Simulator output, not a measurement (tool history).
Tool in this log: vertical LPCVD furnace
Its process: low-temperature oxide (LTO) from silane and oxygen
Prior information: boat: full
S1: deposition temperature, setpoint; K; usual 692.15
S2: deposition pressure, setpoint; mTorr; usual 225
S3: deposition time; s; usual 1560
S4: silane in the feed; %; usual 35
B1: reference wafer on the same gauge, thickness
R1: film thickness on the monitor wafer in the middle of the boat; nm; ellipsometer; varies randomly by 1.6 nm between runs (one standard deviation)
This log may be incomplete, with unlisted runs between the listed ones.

run 1 hour=0.0 | S1=692.15 S2=225 S3=1560 S4=35 | B1=237.48 | R1=272.09
run 2 hour=65.2 | S1=692.15 S2=225 S3=1560 S4=35 | B1=237.43 | R1=274.43
run 3 hour=112.6 | S1=692.15 S2=225 S3=1560 S4=35 | B1=237.70 | R1=276.47
run 4 hour=175.4 | S1=692.15 S2=225 S3=1560 S4=35 | B1=238.01 | R1=273.15
run 5 hour=224.4 | S1=692.15 S2=225 S3=1560 S4=35 | B1=237.98 | R1=273.95
run 6 hour=307.6 | S1=692.15 S2=225 S3=1560 S4=38 | B1=238.75 | R1=305.74
run 7 hour=375.1 | S1=692.15 S2=225 S3=1560 S4=35 | B1=239.13 | R1=277.96
run 8 hour=444.3 | S1=698.15 S2=225 S3=1560 S4=35 | B1=238.49 | R1=290.49
run 9 hour=486.9 | S1=698.15 S2=225 S3=1560 S4=35 | B1=239.09 | R1=292.57
run 10 hour=534.7 | S1=698.15 S2=225 S3=1560 S4=35 | B1=239.54 | R1=295.33
run 11 hour=617.7 | S1=692.15 S2=225 S3=1560 S4=35 | B1=240.07 | R1=276.17
run 12 hour=698.4 | S1=692.15 S2=225 S3=1560 S4=35 | B1=240.71 | R1=279.05
run 13 hour=796.5 | S1=692.15 S2=225 S3=1560 S4=35 | B1=241.34 | R1=277.52
run 14 hour=845.9 | S1=688.15 S2=240 S3=1560 S4=35 | B1=242.03 | R1=282.82
run 15 hour=933.8 | S1=692.15 S2=225 S3=1560 S4=35 | B1=242.84 | R1=282.25
-- hour=990.6 gauge calibrated
-- hour=1006.4 silane flow controller replaced
run 16 hour=1020.3 | S1=692.15 S2=225 S3=1560 S4=35 | B1=235.37 | R1=271.46
run 17 hour=1098.7 | S1=692.15 S2=190 S3=1560 S4=37 | B1=235.89 | R1=245.91

For run 18, what comes out?
run 18 hour=1187.0 | S1=702.15 S2=170 S3=1140 S4=28 | B1=? | R1=?

{"run 18": {"B1": 235.76, "R1": 122.72}}
The same run, on a tool lacking any hidden state, would have yielded R1 122.77 nm.
